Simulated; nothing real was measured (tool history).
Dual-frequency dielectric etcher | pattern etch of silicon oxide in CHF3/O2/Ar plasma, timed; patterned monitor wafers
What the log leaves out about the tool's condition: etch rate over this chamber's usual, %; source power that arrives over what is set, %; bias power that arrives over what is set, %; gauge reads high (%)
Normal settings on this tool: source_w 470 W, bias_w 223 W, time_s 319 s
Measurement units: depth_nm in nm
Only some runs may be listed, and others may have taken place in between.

run,hour,source_w,bias_w,time_s,wafers since the last listed run,hours since the last wet clean,hours since the last source power generator calibration,hours since the last bias power generator calibration,hours since the last upper electrode change,hours since the gauge calibration,"read-back reference wafer on the same gauge, depth_nm",depth_nm
1,0,470,223,319,0,269.1,3348.5,2312.5,3937.3,179.2,548.7,607.2
2,71.3,470,223,275.5,303,340.4,3419.8,2383.8,4008.6,250.5,548.1,524.8
# hour 237.5: wet clean of the chamber
3,332.8,470,183,319,1012,95.3,3681.3,2645.3,4270.1,512,548.1,559.6
4,404.9,470,223,319,307,167.4,3753.4,2717.4,4342.2,584.1,547.9,608.1
5,456.1,470,223,319,218,218.6,3804.6,2768.6,4393.4,635.3,547.6,606
6,528.8,470,223,319,309,291.3,3877.3,2841.3,4466.1,708,548.1,608.7
7,617.5,470,210,319,378,380,3966,2930,4554.8,796.7,548.2,591.3
8,698.8,470,210,319,346,461.3,4047.3,3011.3,4636.1,878,548.2,593
# hour 757.9: wet clean of the chamber
9,785.9,470,210,319,269,28,4134.4,3098.4,4723.2,965.1,547.9,594.1
10,830.7,470,223,319,190,72.8,4179.2,3143.2,4768,1009.9,548.6,605.9
# hour 901.3: upper electrode replaced
11,901.8,470,223,319,200,143.9,4250.3,3214.3,0.5,1081,547.6,608.1
12,963.1,470,223,319,261,205.2,4311.6,3275.6,61.8,1142.3,549.1,606.9
13,1008.5,470,223,319,193,250.6,4357,3321,107.2,1187.7,548.1,607.4
14,1112.2,470,258,381.5,442,354.3,4460.7,3424.7,210.9,1291.4,547.7,771.8
# hour 1118.1: source power generator calibrated
# hour 1182.5: gauge calibrated
15,1186.5,380,197,367.5,299,428.6,68.4,3499,285.2,4,548.4,615
16,1254.1,470,223,240,288,496.2,136,3566.6,352.8,71.6,547.3,455.9
# hour 1318.1: bias power generator calibrated
17,1336.4,470,223,319,333,578.5,218.3,18.3,435.1,153.9,546.9,606.2
# hour 1400.8: wet clean of the chamber
18,1436.5,540,249,257,324,35.7,318.4,118.4,535.2,254,547.5,539
19,1502.6,470,223,319,281,101.8,384.5,184.5,601.3,320.1,547.9,611
20,1548.1,470,198,277,193,147.3,430,230,646.8,365.6,548,502.6
21,1596.4,510,194,255.5,205,195.6,478.3,278.3,695.1,413.9,547.4,470.1
22,1703.3,470,223,319,455,302.5,585.2,385.2,802,520.8,547.2,608.3
23,1763.2,390,223,319,255,362.4,645.1,445.1,861.9,580.7,547.3,567.2

What if the next run were any one of these 5? Each begins from the tool's condition after run 23:
A,1763.7,470,223,319,2,362.9,645.6,445.6,862.4,581.2,?,?
B,1763.7,400,223,319,2,362.9,645.6,445.6,862.4,581.2,?,?
C,1763.7,370,223,262,2,362.9,645.6,445.6,862.4,581.2,?,?
D,1763.7,370,223,319,2,362.9,645.6,445.6,862.4,581.2,?,?
E,1763.7,500,200,319,2,362.9,645.6,445.6,862.4,581.2,?,?

run,"read-back reference wafer on the same gauge, depth_nm",depth_nm
A,547.5,605.4
B,547.5,570.7
C,547.5,455.6
D,547.5,554.7
E,547.5,591.8
Without the tool's unlogged condition, the same runs would have read:
run,depth_nm
A,605.4
B,570.7
C,455.6
D,554.7
E,591.8
